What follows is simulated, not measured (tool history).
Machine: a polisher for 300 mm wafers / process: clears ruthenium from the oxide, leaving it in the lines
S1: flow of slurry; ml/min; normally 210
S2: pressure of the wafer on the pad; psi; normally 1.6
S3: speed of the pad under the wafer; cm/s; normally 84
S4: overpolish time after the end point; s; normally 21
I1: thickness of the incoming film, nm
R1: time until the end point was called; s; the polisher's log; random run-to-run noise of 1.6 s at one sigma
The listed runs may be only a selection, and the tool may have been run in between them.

{"run": 1, "hour": 0.0, "S1": 165, "S2": 1.3, "S3": 84, "S4": 21, "I1": 86.3, "R1": 157.6}
{"run": 2, "hour": 37.9, "S1": 210, "S2": 1.6, "S3": 84, "S4": 21, "I1": 85.6, "R1": 124}
{"run": 3, "hour": 68.0, "S1": 210, "S2": 1.6, "S3": 84, "S4": 21, "I1": 85.6, "R1": 125.9}
{"run": 4, "hour": 100.1, "S1": 210, "S2": 1.6, "S3": 84, "S4": 21, "I1": 84.5, "R1": 124.6}
{"run": 5, "hour": 136.4, "S1": 210, "S2": 1.6, "S3": 84, "S4": 21, "I1": 85.8, "R1": 128.5}
{"run": 6, "hour": 206.1, "S1": 210, "S2": 1.6, "S3": 84, "S4": 21, "I1": 85.1, "R1": 124.4}
{"hour": 245.4, "done": "worn pad replaced by a new one"}
{"run": 7, "hour": 259.5, "S1": 210, "S2": 1.6, "S3": 72, "S4": 21, "I1": 83.5, "R1": 133.4}
{"run": 8, "hour": 309.1, "S1": 210, "S2": 1.6, "S3": 84, "S4": 21, "I1": 84, "R1": 119.9}
{"hour": 337.4, "done": "slurry nozzle cleaned"}
{"run": 9, "hour": 347.0, "S1": 210, "S2": 1.6, "S3": 98, "S4": 21, "I1": 85.7, "R1": 106.2}
{"run": 10, "hour": 404.7, "S1": 210, "S2": 1.6, "S3": 98, "S4": 21, "I1": 84.7, "R1": 107.6}
{"run": 11, "hour": 450.0, "S1": 210, "S2": 1.6, "S3": 98, "S4": 21, "I1": 84.9, "R1": 106.2}
{"run": 12, "hour": 483.9, "S1": 210, "S2": 1.6, "S3": 66, "S4": 21, "I1": 85, "R1": 157}
{"run": 13, "hour": 536.1, "S1": 210, "S2": 1.6, "S3": 66, "S4": 21, "I1": 86.3, "R1": 163}
{"hour": 603.8, "done": "worn pad replaced by a new one"}
{"run": 14, "hour": 605.2, "S1": 210, "S2": 1.6, "S3": 94, "S4": 21, "I1": 85.3, "R1": 102.2}
{"run": 15, "hour": 728.8, "S1": 210, "S2": 1.6, "S3": 94, "S4": 21, "I1": 83.8, "R1": 106.9}
{"run": 16, "hour": 755.5, "S1": 210, "S2": 1.6, "S3": 94, "S4": 21, "I1": 84.8, "R1": 111.2}
{"run": 17, "hour": 791.7, "S1": 210, "S2": 1.6, "S3": 76, "S4": 30, "I1": 86.1, "R1": 134.4}
{"run": 18, "hour": 820.7, "S1": 210, "S2": 1.6, "S3": 84, "S4": 21, "I1": 85.3, "R1": 123.5}
{"run": 19, "hour": 863.6, "S1": 275, "S2": 2, "S3": 94, "S4": 32, "I1": 86.5, "R1": 85}
{"run": 20, "hour": 901.2, "S1": 140, "S2": 1.3, "S3": 112, "S4": 15, "I1": 85.3, "R1": 125.8}
{"hour": 957.0, "done": "worn pad replaced by a new one"}
{"run": 21, "hour": 969.5, "S1": 210, "S2": 1.6, "S3": 62, "S4": 21, "I1": 86.1, "R1": 160}
{"run": 22, "hour": 1032.8, "S1": 235, "S2": 1.6, "S3": 84, "S4": 21, "I1": 84.6, "R1": 120.1}

For run 23, what comes out?
{"hour": 1050.2, "done": "head pressure recalibrated"}
{"hour": 1072.2, "done": "slurry nozzle cleaned"}
{"run": 23, "hour": 1083.2, "S1": 230, "S2": 1, "S3": 72, "S4": 17, "I1": 85, "R1": "?"}

R1: 226.3 s
Had the tool carried no hidden state, the very same run would have given R1 209.4 s.
